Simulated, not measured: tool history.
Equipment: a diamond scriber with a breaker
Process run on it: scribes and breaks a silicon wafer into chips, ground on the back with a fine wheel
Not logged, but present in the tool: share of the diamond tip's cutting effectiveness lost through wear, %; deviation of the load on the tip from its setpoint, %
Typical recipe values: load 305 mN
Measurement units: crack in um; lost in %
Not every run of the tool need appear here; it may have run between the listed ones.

run   hour  load  wafers since the last listed run  hours since the diamond tip was replaced  hours since the load on the tip was calibrated  incoming depth of the damage left on the back of the incoming wafer, um  crack   lost
  1    0.0   305                                 0                                     665.2                                          1716.8                                                                     2.60  10.56   7.75
  2    8.8   305                                13                                     674.0                                          1725.6                                                                     2.78  10.92   9.09
  3   19.7   305                                16                                     684.9                                          1736.5                                                                     2.50  10.86   7.78
  4   35.9   305                                24                                     701.1                                          1752.7                                                                     2.29  10.39   7.43
  5   52.9   305                                26                                     718.1                                          1769.7                                                                     2.16  10.87   7.43
  6   69.9   305                                26                                     735.1                                          1786.7                                                                     1.62  10.62   8.92
  7   86.6   305                                25                                     751.8                                          1803.4                                                                     2.73  10.60  10.06
  8  103.6   305                                26                                     768.8                                          1820.4                                                                     2.19  10.60  10.08
  9  113.9   305                                15                                     779.1                                          1830.7                                                                     1.90  10.73   9.33
 10  126.0   260                                18                                     791.2                                          1842.8                                                                     1.74   9.66  16.69
 11  141.2   260                                23                                     806.4                                          1858.0                                                                     2.11   9.80  18.04
 12  150.1   305                                13                                     815.3                                          1866.9                                                                     2.56  10.67  10.71
     156.9  -- diamond tip replaced by a new one, of another model than before
 13  158.4   283                                 9                                       1.5                                          1875.2                                                                     1.82  11.87   2.42
 14  166.4   305                                12                                       9.5                                          1883.2                                                                     2.12  12.34   2.19
 15  177.5   305                                17                                      20.6                                          1894.3                                                                     2.56  12.21   3.17
 16  195.3   305                                27                                      38.4                                          1912.1                                                                     1.63  12.11   1.98
 17  204.8   305                                14                                      47.9                                          1921.6                                                                     2.30  12.11   2.53
 18  221.3   305                                25                                      64.4                                          1938.1                                                                     1.74  12.06   2.11
 19  232.3   305                                16                                      75.4                                          1949.1                                                                     2.16  11.88   2.14
 20  239.8   347                                11                                      82.9                                          1956.6                                                                     1.56  12.83   2.51
 21  246.8   348                                10                                      89.9                                          1963.6                                                                     2.15  12.42   2.42
 22  258.1   305                                17                                     101.2                                          1974.9                                                                     2.69  12.19   3.13
 23  268.6   305                                16                                     111.7                                          1985.4                                                                     2.83  12.43   3.23
 24  279.5   341                                16                                     122.6                                          1996.3                                                                     1.56  12.65   2.15
 25  294.9   274                                23                                     138.0                                          2011.7                                                                     1.79  11.68   3.39
 26  302.4   364                                11                                     145.5                                          2019.2                                                                     2.57  12.71   2.87
 27  320.2   305                                27                                     163.3                                          2037.0                                                                     2.71  12.11   3.32
 28  335.6   280                                23                                     178.7                                          2052.4                                                                     2.52  11.67   3.64
 29  350.3   377                                22                                     193.4                                          2067.1                                                                     2.54  13.01   3.05
     356.8  -- load on the tip recalibrated
 30  363.0   258                                16                                     206.1                                             6.2                                                                     2.81  10.98   5.24
 31  371.1   345                                12                                     214.2                                            14.3                                                                     1.79  12.46   2.15
 32  378.3   385                                11                                     221.4                                            21.5                                                                     1.77  13.00   2.63
 33  385.5   359                                11                                     228.6                                            28.7                                                                     2.02  12.71   2.20
 34  393.2   248                                11                                     236.3                                            36.4                                                                     2.75  11.23   6.23
 35  411.1   244                                27                                     254.2                                            54.3                                                                     1.94  11.15   5.63
 36  419.4   222                                12                                     262.5                                            62.6                                                                     1.83  10.76   5.64
 37  431.5   373                                18                                     274.6                                            74.7                                                                     2.28  12.45   2.76
 38  447.8   224                                25                                     290.9                                            91.0                                                                     2.67  11.03   8.63
 39  461.8   305                                21                                     304.9                                           105.0                                                                     2.28  11.90   3.62
 40  475.3   305                                20                                     318.4                                           118.5                                                                     2.38  11.66   4.15
 41  490.2   305                                22                                     333.3                                           133.4                                                                     2.70  11.48   4.83

Some steps in crack between neighbouring runs. How much of each would the tool show without its hidden state too (settings, what came in, random variation), and how much is left for the hidden state, with any gauge scatter that isn't in both results?
Run 9 -> 10: load 305 -> 260. crack -1.07 um: hidden state +0.16, all else -1.23.
Run 11 -> 12: load 260 -> 305. crack +0.87 um: hidden state -0.19, all else +1.06.
Run 12 -> 13: load 305 -> 283, diamond tip replaced by a new one, of another model than before. crack +1.20 um: hidden state +1.98, all else -0.78.
Run 29 -> 30: load 377 -> 258, load on the tip recalibrated. crack -2.03 um: hidden state +0.05, all else -2.08.
Run 30 -> 31: load 258 -> 345. crack +1.48 um: hidden state -0.08, all else +1.56.
Run 36 -> 37: load 222 -> 373. crack +1.69 um: hidden state -0.12, all else +1.81.
